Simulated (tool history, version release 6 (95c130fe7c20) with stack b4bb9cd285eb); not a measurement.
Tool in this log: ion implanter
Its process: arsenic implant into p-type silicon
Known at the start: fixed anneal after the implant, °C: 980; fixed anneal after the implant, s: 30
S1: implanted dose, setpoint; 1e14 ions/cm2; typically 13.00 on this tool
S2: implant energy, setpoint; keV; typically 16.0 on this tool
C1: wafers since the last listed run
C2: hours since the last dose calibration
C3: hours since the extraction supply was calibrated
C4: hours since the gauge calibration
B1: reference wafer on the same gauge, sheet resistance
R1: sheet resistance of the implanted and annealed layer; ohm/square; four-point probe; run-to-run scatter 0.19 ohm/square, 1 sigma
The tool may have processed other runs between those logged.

| run | hour | S1 | S2 | C1 | C2 | C3 | C4 | B1 | R1 |
|---|---|---|---|---|---|---|---|---|---|
| 1 | 0.0 | 14.66 | 16.0 | 0 | 1114.6 | 6680.4 | 343.2 | 155.01 | 124.97 |
| 2 | 12.2 | 14.66 | 16.0 | 122 | 1126.8 | 6692.6 | 355.4 | 154.99 | 125.27 |
| 3 | 45.0 | 13.00 | 16.0 | 329 | 1159.6 | 6725.4 | 388.2 | 154.95 | 129.10 |
| 4 | 58.4 | 13.00 | 16.0 | 134 | 1173.0 | 6738.8 | 401.6 | 155.03 | 129.12 |
| 5 | 88.7 | 13.00 | 16.0 | 304 | 1203.3 | 6769.1 | 431.9 | 154.96 | 129.26 |
| 6 | 118.3 | 13.00 | 16.0 | 297 | 1232.9 | 6798.7 | 461.5 | 155.05 | 129.18 |
| 7 | 133.6 | 11.50 | 16.0 | 153 | 1248.2 | 6814.0 | 476.8 | 154.92 | 134.56 |
| 8 | 158.3 | 12.15 | 19.5 | 248 | 1272.9 | 6838.7 | 501.5 | 155.04 | 123.83 |
|  | 164.6 | gauge calibrated |
| 9 | 175.6 | 13.00 | 16.0 | 174 | 1290.2 | 6856.0 | 11.0 | 155.05 | 129.25 |
| 10 | 226.8 | 15.52 | 12.0 | 515 | 1341.4 | 6907.2 | 62.2 | 154.99 | 133.62 |
| 11 | 250.3 | 13.00 | 16.0 | 236 | 1364.9 | 6930.7 | 85.7 | 155.03 | 129.14 |
|  | 260.5 | extraction supply calibrated |
|  | 282.6 | Faraday cup replaced and dose calibrated |
| 12 | 318.6 | 11.72 | 13.5 | 526 | 36.0 | 58.1 | 154.0 | 155.02 | 139.62 |
| 13 | 352.0 | 11.74 | 17.5 | 335 | 69.4 | 91.5 | 187.4 | 154.96 | 129.71 |
| 14 | 376.2 | 13.00 | 16.0 | 243 | 93.6 | 115.7 | 211.6 | 155.06 | 129.11 |
| 15 | 399.3 | 15.82 | 21.5 | 232 | 116.7 | 138.8 | 234.7 | 154.95 | 111.05 |
| 16 | 431.9 | 10.05 | 14.0 | 327 | 149.3 | 171.4 | 267.3 | 154.95 | 146.38 |

Here are 3 independent what-if runs from the current tool condition. What would each one return?
| A | 432.3 | 13.00 | 14.0 | 4 | 149.7 | 171.8 | 267.7 | ? | ? |
| B | 432.3 | 14.52 | 16.0 | 4 | 149.7 | 171.8 | 267.7 | ? | ? |
| C | 432.3 | 14.74 | 19.0 | 4 | 149.7 | 171.8 | 267.7 | ? | ? |

| run | B1 | R1 |
|---|---|---|
| A | 155.05 | 134.09 |
| B | 155.05 | 125.34 |
| C | 155.05 | 117.91 |
Without the tool's unlogged condition, the same runs would have read:
| run | R1 |
|---|---|
| A | 134.09 |
| B | 125.34 |
| C | 117.91 |

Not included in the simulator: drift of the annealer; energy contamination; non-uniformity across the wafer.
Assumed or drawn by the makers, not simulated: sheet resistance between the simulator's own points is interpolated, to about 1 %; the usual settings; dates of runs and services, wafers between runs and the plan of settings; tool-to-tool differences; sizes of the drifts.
